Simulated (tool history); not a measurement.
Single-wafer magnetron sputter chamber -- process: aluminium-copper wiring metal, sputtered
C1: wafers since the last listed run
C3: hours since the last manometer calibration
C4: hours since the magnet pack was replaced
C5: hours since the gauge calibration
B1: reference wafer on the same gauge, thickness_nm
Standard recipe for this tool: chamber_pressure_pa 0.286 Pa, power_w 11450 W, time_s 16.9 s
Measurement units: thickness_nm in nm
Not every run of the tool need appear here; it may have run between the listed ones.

run 1 hour=0.0 | chamber_pressure_pa=0.310 power_w=11450 time_s=16.9 | C1=0 wafers_on_the_sputter_target=1688 C3=2369.9 C4=5575.0 C5=12.1 | B1=353.102 | thickness_nm=399.971
run 2 hour=81.5 | chamber_pressure_pa=0.286 power_w=11450 time_s=16.9 | C1=1118 wafers_on_the_sputter_target=2807 C3=2451.4 C4=5656.5 C5=93.6 | B1=353.035 | thickness_nm=405.231
run 3 hour=95.7 | chamber_pressure_pa=0.286 power_w=11450 time_s=16.9 | C1=194 wafers_on_the_sputter_target=3002 C3=2465.6 C4=5670.7 C5=107.8 | B1=353.054 | thickness_nm=404.129
run 4 hour=109.7 | chamber_pressure_pa=0.286 power_w=11450 time_s=16.9 | C1=192 wafers_on_the_sputter_target=3195 C3=2479.6 C4=5684.7 C5=121.8 | B1=353.051 | thickness_nm=403.473
run 5 hour=126.6 | chamber_pressure_pa=0.286 power_w=11450 time_s=16.9 | C1=232 wafers_on_the_sputter_target=3427 C3=2496.5 C4=5701.6 C5=138.7 | B1=353.029 | thickness_nm=404.705
run 6 hour=157.6 | chamber_pressure_pa=0.286 power_w=9450 time_s=16.9 | C1=425 wafers_on_the_sputter_target=3852 C3=2527.5 C4=5732.6 C5=169.7 | B1=352.891 | thickness_nm=357.284
run 7 hour=193.0 | chamber_pressure_pa=0.286 power_w=11450 time_s=16.9 | C1=485 wafers_on_the_sputter_target=4338 C3=2562.9 C4=5768.0 C5=205.1 | B1=352.953 | thickness_nm=404.008
run 8 hour=211.8 | chamber_pressure_pa=0.286 power_w=11450 time_s=16.9 | C1=258 wafers_on_the_sputter_target=4596 C3=2581.7 C4=5786.8 C5=223.9 | B1=353.015 | thickness_nm=402.900
run 9 hour=233.6 | chamber_pressure_pa=0.286 power_w=10200 time_s=16.9 | C1=299 wafers_on_the_sputter_target=4895 C3=2603.5 C4=5808.6 C5=245.7 | B1=352.841 | thickness_nm=371.947
run 10 hour=246.4 | chamber_pressure_pa=0.286 power_w=10200 time_s=16.9 | C1=175 wafers_on_the_sputter_target=5071 C3=2616.3 C4=5821.4 C5=258.5 | B1=353.220 | thickness_nm=373.566
-- hour=323.6 capacitance manometer re-zeroed and calibrated
run 11 hour=324.1 | chamber_pressure_pa=0.286 power_w=11450 time_s=16.9 | C1=956 wafers_on_the_sputter_target=6028 C3=0.5 C4=5899.1 C5=336.2 | B1=352.907 | thickness_nm=410.566
run 12 hour=358.8 | chamber_pressure_pa=0.286 power_w=11450 time_s=16.9 | C1=476 wafers_on_the_sputter_target=6504 C3=35.2 C4=5933.8 C5=370.9 | B1=353.177 | thickness_nm=410.852
run 13 hour=376.0 | chamber_pressure_pa=0.286 power_w=11450 time_s=16.9 | C1=236 wafers_on_the_sputter_target=6741 C3=52.4 C4=5951.0 C5=388.1 | B1=352.874 | thickness_nm=410.280
run 14 hour=443.7 | chamber_pressure_pa=0.286 power_w=10550 time_s=15.7 | C1=929 wafers_on_the_sputter_target=7670 C3=120.1 C4=6018.7 C5=455.8 | B1=352.845 | thickness_nm=359.670
-- hour=461.0 sputter target and shields replaced
-- hour=465.9 gauge calibrated
run 15 hour=477.2 | chamber_pressure_pa=0.286 power_w=11450 time_s=16.9 | C1=350 wafers_on_the_sputter_target=223 C3=153.6 C4=6052.2 C5=11.3 | B1=353.121 | thickness_nm=414.529
run 16 hour=512.8 | chamber_pressure_pa=0.286 power_w=10400 time_s=18.5 | C1=488 wafers_on_the_sputter_target=711 C3=189.2 C4=6087.8 C5=46.9 | B1=353.219 | thickness_nm=424.582
run 17 hour=547.1 | chamber_pressure_pa=0.286 power_w=11450 time_s=16.9 | C1=470 wafers_on_the_sputter_target=1182 C3=223.5 C4=6122.1 C5=81.2 | B1=352.865 | thickness_nm=412.992
-- hour=570.4 magnet pack replaced
run 18 hour=581.1 | chamber_pressure_pa=0.387 power_w=11450 time_s=20.1 | C1=356 wafers_on_the_sputter_target=1539 C3=257.5 C4=10.7 C5=115.2 | B1=352.988 | thickness_nm=464.977
run 19 hour=596.9 | chamber_pressure_pa=0.234 power_w=11450 time_s=18.4 | C1=216 wafers_on_the_sputter_target=1756 C3=273.3 C4=26.5 C5=131.0 | B1=352.980 | thickness_nm=463.492
run 20 hour=617.3 | chamber_pressure_pa=0.286 power_w=11450 time_s=16.9 | C1=280 wafers_on_the_sputter_target=2036 C3=293.7 C4=46.9 C5=151.4 | B1=353.241 | thickness_nm=411.909
run 21 hour=644.0 | chamber_pressure_pa=0.223 power_w=9200 time_s=19.8 | C1=366 wafers_on_the_sputter_target=2403 C3=320.4 C4=73.6 C5=178.1 | B1=353.061 | thickness_nm=434.677
run 22 hour=669.0 | chamber_pressure_pa=0.210 power_w=13000 time_s=18.8 | C1=343 wafers_on_the_sputter_target=2746 C3=345.4 C4=98.6 C5=203.1 | B1=352.984 | thickness_nm=521.393
run 23 hour=688.5 | chamber_pressure_pa=0.372 power_w=10750 time_s=17.9 | C1=267 wafers_on_the_sputter_target=3014 C3=364.9 C4=118.1 C5=222.6 | B1=353.043 | thickness_nm=396.889
run 24 hour=702.6 | chamber_pressure_pa=0.286 power_w=13900 time_s=16.9 | C1=193 wafers_on_the_sputter_target=3207 C3=379.0 C4=132.2 C5=236.7 | B1=353.076 | thickness_nm=469.637
run 25 hour=720.8 | chamber_pressure_pa=0.180 power_w=11450 time_s=14.1 | C1=249 wafers_on_the_sputter_target=3457 C3=397.2 C4=150.4 C5=254.9 | B1=352.972 | thickness_nm=363.566
run 26 hour=733.8 | chamber_pressure_pa=0.286 power_w=11450 time_s=16.9 | C1=178 wafers_on_the_sputter_target=3635 C3=410.2 C4=163.4 C5=267.9 | B1=353.027 | thickness_nm=408.707

4 ways to go on from here, each from the tool as it stands after run 26. What would each give?
run A hour=734.2 | chamber_pressure_pa=0.286 power_w=8950 time_s=16.9 | C1=5 wafers_on_the_sputter_target=3641 C3=410.6 C4=163.8 C5=268.3 | B1=? | thickness_nm=?
run B hour=734.2 | chamber_pressure_pa=0.286 power_w=11450 time_s=15.0 | C1=5 wafers_on_the_sputter_target=3641 C3=410.6 C4=163.8 C5=268.3 | B1=? | thickness_nm=?
run C hour=734.2 | chamber_pressure_pa=0.232 power_w=9400 time_s=14.6 | C1=5 wafers_on_the_sputter_target=3641 C3=410.6 C4=163.8 C5=268.3 | B1=? | thickness_nm=?
run D hour=734.2 | chamber_pressure_pa=0.383 power_w=10450 time_s=19.7 | C1=5 wafers_on_the_sputter_target=3641 C3=410.6 C4=163.8 C5=268.3 | B1=? | thickness_nm=?

run=A B1=352.978 thickness_nm=349.351
run=B B1=352.978 thickness_nm=363.811
run=C B1=352.978 thickness_nm=321.014
run=D B1=352.978 thickness_nm=425.617
Stripped of hidden state, with their random variation kept, the same runs would have yielded:
run=A thickness_nm=355.751
run=B thickness_nm=370.475
run=C thickness_nm=326.362
run=D thickness_nm=434.644
